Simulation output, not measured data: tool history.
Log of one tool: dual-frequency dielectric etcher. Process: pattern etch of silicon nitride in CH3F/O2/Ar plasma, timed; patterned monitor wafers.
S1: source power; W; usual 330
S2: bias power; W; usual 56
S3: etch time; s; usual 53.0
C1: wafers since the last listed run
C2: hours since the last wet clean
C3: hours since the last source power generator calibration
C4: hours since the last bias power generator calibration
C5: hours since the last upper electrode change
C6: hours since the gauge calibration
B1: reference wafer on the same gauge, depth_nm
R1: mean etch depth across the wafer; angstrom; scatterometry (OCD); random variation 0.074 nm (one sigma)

run 1 day=0.000 | S1=330 S2=56 S3=53.0 | C1=0 C2=13.8 C3=4021.7 C4=1639.6 C5=3260.5 C6=2357.5 | B1=26.80 | R1=309.0
run 2 day=3.650 | S1=330 S2=56 S3=53.0 | C1=1202 C2=101.4 C3=4109.3 C4=1727.2 C5=3348.1 C6=2445.1 | B1=26.81 | R1=309.9
run 3 day=5.638 | S1=330 S2=53 S3=53.0 | C1=654 C2=149.1 C3=4157.0 C4=1774.9 C5=3395.8 C6=2492.8 | B1=26.80 | R1=305.3
-- day=7.138 gauge calibrated
run 4 day=8.271 | S1=330 S2=56 S3=53.0 | C1=867 C2=212.3 C3=4220.2 C4=1838.1 C5=3459.0 C6=27.2 | B1=26.79 | R1=308.8
run 5 day=10.550 | S1=330 S2=56 S3=53.0 | C1=751 C2=267.0 C3=4274.9 C4=1892.8 C5=3513.7 C6=81.9 | B1=26.80 | R1=309.5
-- day=12.850 source power generator calibrated
run 6 day=14.617 | S1=330 S2=56 S3=53.0 | C1=1285 C2=364.6 C3=42.4 C4=1990.4 C5=3611.3 C6=179.5 | B1=26.79 | R1=308.8
-- day=17.142 upper electrode replaced
run 7 day=18.992 | S1=330 S2=56 S3=65.0 | C1=1112 C2=469.6 C3=147.4 C4=2095.4 C5=44.4 C6=284.5 | B1=26.80 | R1=379.0
-- day=23.829 bias power generator calibrated
run 8 day=27.142 | S1=330 S2=56 S3=65.0 | C1=2630 C2=665.2 C3=343.0 C4=79.5 C5=240.0 C6=480.1 | B1=26.80 | R1=387.9
-- day=28.575 wet clean of the chamber
run 9 day=36.412 | S1=330 S2=56 S3=53.0 | C1=2725 C2=188.1 C3=565.5 C4=302.0 C5=462.5 C6=702.6 | B1=26.80 | R1=317.6
run 10 day=39.117 | S1=260 S2=44 S3=57.0 | C1=891 C2=253.0 C3=630.4 C4=366.9 C5=527.4 C6=767.5 | B1=26.80 | R1=291.0
run 11 day=40.662 | S1=270 S2=56 S3=53.0 | C1=509 C2=290.1 C3=667.5 C4=404.0 C5=564.5 C6=804.6 | B1=26.81 | R1=292.3
run 12 day=46.883 | S1=290 S2=56 S3=39.5 | C1=2050 C2=439.4 C3=816.8 C4=553.3 C5=713.8 C6=953.9 | B1=26.80 | R1=223.1
run 13 day=50.054 | S1=330 S2=56 S3=53.0 | C1=1044 C2=515.5 C3=892.9 C4=629.4 C5=789.9 C6=1030.0 | B1=26.80 | R1=316.1
run 14 day=53.842 | S1=280 S2=61 S3=61.5 | C1=1248 C2=606.4 C3=983.8 C4=720.3 C5=880.8 C6=1120.9 | B1=26.80 | R1=351.7
-- day=55.992 bias power generator calibrated, repeated, since the last time left the tool worse
-- day=60.783 wet clean of the chamber
run 15 day=61.208 | S1=330 S2=67 S3=44.5 | C1=2043 C2=10.2 C3=1160.6 C4=125.2 C5=1057.6 C6=1297.7 | B1=26.81 | R1=274.9
run 16 day=65.062 | S1=330 S2=46 S3=53.0 | C1=1270 C2=102.7 C3=1253.1 C4=217.7 C5=1150.1 C6=1390.2 | B1=26.80 | R1=295.8
run 17 day=67.796 | S1=280 S2=49 S3=46.0 | C1=900 C2=168.3 C3=1318.7 C4=283.3 C5=1215.7 C6=1455.8 | B1=26.80 | R1=244.5
run 18 day=69.921 | S1=330 S2=56 S3=57.5 | C1=700 C2=219.3 C3=1369.7 C4=334.3 C5=1266.7 C6=1506.8 | B1=26.81 | R1=337.6
run 19 day=71.983 | S1=330 S2=56 S3=53.0 | C1=679 C2=268.8 C3=1419.2 C4=383.8 C5=1316.2 C6=1556.3 | B1=26.80 | R1=311.2
run 20 day=83.542 | S1=280 S2=56 S3=53.0 | C1=3809 C2=546.2 C3=1696.6 C4=661.2 C5=1593.6 C6=1833.7 | B1=26.80 | R1=290.4
run 21 day=86.571 | S1=390 S2=61 S3=53.0 | C1=998 C2=618.9 C3=1769.3 C4=733.9 C5=1666.3 C6=1906.4 | B1=26.81 | R1=338.9
-- day=88.988 wet clean of the chamber
run 22 day=89.883 | S1=250 S2=43 S3=63.5 | C1=762 C2=21.5 C3=1848.8 C4=813.4 C5=1745.8 C6=1985.9 | B1=26.80 | R1=311.2
run 23 day=92.442 | S1=330 S2=56 S3=53.0 | C1=843 C2=82.9 C3=1910.2 C4=874.8 C5=1807.2 C6=2047.3 | B1=26.79 | R1=310.1
-- day=93.438 gauge calibrated
run 24 day=94.350 | S1=330 S2=56 S3=53.0 | C1=628 C2=128.7 C3=1956.0 C4=920.6 C5=1853.0 C6=21.9 | B1=26.80 | R1=310.3
run 25 day=97.125 | S1=260 S2=44 S3=60.5 | C1=914 C2=195.3 C3=2022.6 C4=987.2 C5=1919.6 C6=88.5 | B1=26.81 | R1=301.3
run 26 day=99.729 | S1=410 S2=47 S3=47.0 | C1=858 C2=257.8 C3=2085.1 C4=1049.7 C5=1982.1 C6=151.0 | B1=26.80 | R1=286.3
run 27 day=101.438 | S1=250 S2=56 S3=38.0 | C1=562 C2=298.8 C3=2126.1 C4=1090.7 C5=2023.1 C6=192.0 | B1=26.81 | R1=198.2
run 28 day=104.500 | S1=330 S2=56 S3=53.0 | C1=1009 C2=372.3 C3=2199.6 C4=1164.2 C5=2096.6 C6=265.5 | B1=26.80 | R1=309.3
run 29 day=106.625 | S1=330 S2=56 S3=53.0 | C1=700 C2=423.3 C3=2250.6 C4=1215.2 C5=2147.6 C6=316.5 | B1=26.80 | R1=309.5
run 30 day=108.396 | S1=330 S2=56 S3=53.0 | C1=583 C2=465.8 C3=2293.1 C4=1257.7 C5=2190.1 C6=359.0 | B1=26.81 | R1=309.9

Hidden state or all else? Some run-to-run changes of R1, split into what the settings, what came in and random variation would give without the hidden state, and what is left for the hidden state (with any gauge scatter that isn't in both results):
The hidden state here: etch rate over this chamber's usual, %; source power that arrives over what is set, %; bias power that arrives over what is set, %; gauge reads high (%).
Run 7 -> 8: bias power generator calibrated. R1 +8.9 angstrom: hidden state +9.8, all else -0.9.
Run 8 -> 9: S3 65.0 -> 53.0, wet clean of the chamber. R1 -70.3 angstrom: hidden state -1.8, all else -68.5.
Run 12 -> 13: S1 290 -> 330, S3 39.5 -> 53.0. R1 +93.0 angstrom: hidden state +0.9, all else +92.1.
Run 14 -> 15: S1 280 -> 330, S2 61 -> 67, S3 61.5 -> 44.5, bias power generator calibrated, repeated, since the last time left the tool worse, wet clean of the chamber. R1 -76.8 angstrom: hidden state -4.4, all else -72.4.
Run 17 -> 18: S1 280 -> 330, S2 49 -> 56, S3 46.0 -> 57.5. R1 +93.1 angstrom: hidden state -0.5, all else +93.6.
Run 27 -> 28: S1 250 -> 330, S3 38.0 -> 53.0. R1 +111.1 angstrom: hidden state -0.9, all else +112.0.

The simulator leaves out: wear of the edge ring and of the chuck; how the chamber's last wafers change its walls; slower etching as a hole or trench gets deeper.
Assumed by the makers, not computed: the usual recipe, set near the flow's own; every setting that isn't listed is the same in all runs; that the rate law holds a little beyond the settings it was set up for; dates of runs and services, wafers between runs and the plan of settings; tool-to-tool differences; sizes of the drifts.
